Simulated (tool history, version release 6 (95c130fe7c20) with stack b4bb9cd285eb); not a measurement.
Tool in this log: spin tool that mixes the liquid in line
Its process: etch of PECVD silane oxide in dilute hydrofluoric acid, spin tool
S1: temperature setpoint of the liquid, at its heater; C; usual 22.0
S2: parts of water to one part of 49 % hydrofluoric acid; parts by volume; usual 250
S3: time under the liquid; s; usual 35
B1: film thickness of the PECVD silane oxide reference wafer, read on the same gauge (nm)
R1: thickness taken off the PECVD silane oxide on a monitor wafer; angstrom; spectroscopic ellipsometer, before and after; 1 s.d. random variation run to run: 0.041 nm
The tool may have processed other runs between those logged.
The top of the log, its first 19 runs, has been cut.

run	hour	S1	S2	S3	B1	R1
20	559.6	22.0	200	45	52.35	91.9
21	592.7	22.0	365	35	52.37	33.6
22	619.2	22.0	150	35	52.38	101.7
23	644.5	24.5	250	35	52.40	59.9
# hour 668.0: hydrofluoric acid flow meter replaced
# hour 742.0: gauge calibrated
24	748.8	19.5	250	50	49.74	68.1
25	776.8	22.0	335	30	49.91	30.7
26	806.8	22.0	330	35	50.08	36.4
27	837.1	19.0	220	30	50.25	46.9
28	909.0	18.5	250	35	50.57	46.1
29	986.8	22.0	250	20	50.91	30.1
30	1012.6	24.0	310	15	51.00	18.5
31	1038.8	18.5	210	45	51.09	74.3
32	1054.7	22.0	250	35	51.14	53.1
33	1085.3	22.0	280	35	51.23	45.9
34	1113.3	22.0	250	35	51.31	53.4

Forecast each of these 3 alternatives for the next run:
A	1113.7	22.0	375	35	?	?
B	1113.7	19.0	250	45	?	?
C	1113.7	19.5	285	30	?	?

run	B1	R1
A	51.31	31.8
B	51.31	61.5
C	51.31	35.5
Without the tool's unlogged condition, the same runs would have read:
run	R1
A	31.0
B	60.0
C	34.6

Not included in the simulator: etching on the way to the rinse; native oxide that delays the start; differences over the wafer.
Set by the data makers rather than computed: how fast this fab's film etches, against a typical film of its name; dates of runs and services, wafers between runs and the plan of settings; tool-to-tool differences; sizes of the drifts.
